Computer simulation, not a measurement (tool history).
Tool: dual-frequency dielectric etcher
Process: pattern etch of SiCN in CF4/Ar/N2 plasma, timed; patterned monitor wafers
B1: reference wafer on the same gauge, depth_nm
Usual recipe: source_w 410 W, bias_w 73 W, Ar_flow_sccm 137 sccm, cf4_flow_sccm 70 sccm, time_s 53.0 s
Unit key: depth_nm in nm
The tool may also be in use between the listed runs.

{"run": 1, "hour": 0.0, "source_w": 410, "bias_w": 73, "Ar_flow_sccm": 160, "cf4_flow_sccm": 70, "time_s": 53.0, "B1": 35.09, "depth_nm": 44.2}
{"run": 2, "hour": 42.2, "source_w": 410, "bias_w": 73, "Ar_flow_sccm": 117, "cf4_flow_sccm": 70, "time_s": 53.0, "B1": 35.09, "depth_nm": 46.46}
{"run": 3, "hour": 59.9, "source_w": 410, "bias_w": 73, "Ar_flow_sccm": 117, "cf4_flow_sccm": 70, "time_s": 53.0, "B1": 35.11, "depth_nm": 46.62}
{"run": 4, "hour": 82.4, "source_w": 450, "bias_w": 73, "Ar_flow_sccm": 137, "cf4_flow_sccm": 70, "time_s": 62.5, "B1": 35.11, "depth_nm": 57.52}
{"hour": 121.0, "done": "wet clean of the chamber"}
{"run": 5, "hour": 180.6, "source_w": 410, "bias_w": 73, "Ar_flow_sccm": 110, "cf4_flow_sccm": 70, "time_s": 66.5, "B1": 35.07, "depth_nm": 59.27}
{"run": 6, "hour": 211.6, "source_w": 450, "bias_w": 80, "Ar_flow_sccm": 137, "cf4_flow_sccm": 70, "time_s": 67.5, "B1": 35.08, "depth_nm": 64.89}
{"run": 7, "hour": 228.9, "source_w": 410, "bias_w": 73, "Ar_flow_sccm": 137, "cf4_flow_sccm": 70, "time_s": 53.0, "B1": 35.08, "depth_nm": 45.8}
{"run": 8, "hour": 241.3, "source_w": 410, "bias_w": 73, "Ar_flow_sccm": 137, "cf4_flow_sccm": 75, "time_s": 38.0, "B1": 35.07, "depth_nm": 33.08}
{"hour": 249.9, "done": "CF4 flow controller replaced"}
{"hour": 276.1, "done": "source power generator calibrated"}
{"run": 9, "hour": 276.9, "source_w": 410, "bias_w": 90, "Ar_flow_sccm": 137, "cf4_flow_sccm": 70, "time_s": 47.5, "B1": 35.13, "depth_nm": 43.43}
{"run": 10, "hour": 311.4, "source_w": 410, "bias_w": 56, "Ar_flow_sccm": 109, "cf4_flow_sccm": 70, "time_s": 66.0, "B1": 35.1, "depth_nm": 50.2}
{"hour": 319.2, "done": "gauge calibrated"}
{"run": 11, "hour": 343.0, "source_w": 410, "bias_w": 73, "Ar_flow_sccm": 137, "cf4_flow_sccm": 70, "time_s": 53.0, "B1": 35.1, "depth_nm": 43.9}
{"run": 12, "hour": 358.9, "source_w": 410, "bias_w": 87, "Ar_flow_sccm": 137, "cf4_flow_sccm": 70, "time_s": 45.5, "B1": 35.13, "depth_nm": 40.93}
{"hour": 368.2, "done": "Ar flow controller replaced"}
{"hour": 398.8, "done": "upper electrode replaced"}
{"run": 13, "hour": 444.9, "source_w": 380, "bias_w": 73, "Ar_flow_sccm": 137, "cf4_flow_sccm": 70, "time_s": 53.0, "B1": 35.11, "depth_nm": 41.63}
{"hour": 477.2, "done": "bias power generator calibrated"}
{"run": 14, "hour": 477.7, "source_w": 410, "bias_w": 73, "Ar_flow_sccm": 120, "cf4_flow_sccm": 53, "time_s": 68.0, "B1": 35.09, "depth_nm": 54.62}
{"run": 15, "hour": 510.0, "source_w": 320, "bias_w": 63, "Ar_flow_sccm": 137, "cf4_flow_sccm": 70, "time_s": 64.0, "B1": 35.08, "depth_nm": 41.63}
{"run": 16, "hour": 543.8, "source_w": 410, "bias_w": 91, "Ar_flow_sccm": 171, "cf4_flow_sccm": 82, "time_s": 46.5, "B1": 35.08, "depth_nm": 42.44}
{"hour": 568.6, "done": "wet clean of the chamber"}
{"run": 17, "hour": 569.1, "source_w": 410, "bias_w": 73, "Ar_flow_sccm": 137, "cf4_flow_sccm": 70, "time_s": 53.0, "B1": 35.13, "depth_nm": 43.82}
{"run": 18, "hour": 592.0, "source_w": 510, "bias_w": 73, "Ar_flow_sccm": 137, "cf4_flow_sccm": 86, "time_s": 67.0, "B1": 35.1, "depth_nm": 67.58}
{"run": 19, "hour": 620.4, "source_w": 410, "bias_w": 73, "Ar_flow_sccm": 137, "cf4_flow_sccm": 70, "time_s": 38.0, "B1": 35.09, "depth_nm": 31.43}
{"run": 20, "hour": 643.9, "source_w": 440, "bias_w": 73, "Ar_flow_sccm": 167, "cf4_flow_sccm": 58, "time_s": 53.0, "B1": 35.1, "depth_nm": 43.36}
{"run": 21, "hour": 677.7, "source_w": 410, "bias_w": 73, "Ar_flow_sccm": 137, "cf4_flow_sccm": 70, "time_s": 40.5, "B1": 35.09, "depth_nm": 33.49}

Hidden state, per run?
etch rate over this chamber's usual, %: 0 across all the runs
bias power that arrives over what is set, %: 0 across all the runs
Ar flow that arrives over what is set, %: 0 across all the runs
CF4 flow that arrives over what is set, %: 0 across all the runs
gauge reads high (%): 0 across all the runs
H1: source power that arrives over what is set, %
run=1 H1=4.77
run=2 H1=4.99
run=3 H1=5.08
run=4 H1=5.2
run=5 H1=5.75
run=6 H1=5.92
run=7 H1=6.03
run=8 H1=6.1
run=9 H1=0.13
run=10 H1=0.132
run=11 H1=0.138
run=12 H1=0.142
run=13 H1=0.178
run=14 H1=0.198
run=15 H1=0.222
run=16 H1=0.25
run=17 H1=0.274
run=18 H1=0.297
run=19 H1=0.329
run=20 H1=0.357
run=21 H1=0.4

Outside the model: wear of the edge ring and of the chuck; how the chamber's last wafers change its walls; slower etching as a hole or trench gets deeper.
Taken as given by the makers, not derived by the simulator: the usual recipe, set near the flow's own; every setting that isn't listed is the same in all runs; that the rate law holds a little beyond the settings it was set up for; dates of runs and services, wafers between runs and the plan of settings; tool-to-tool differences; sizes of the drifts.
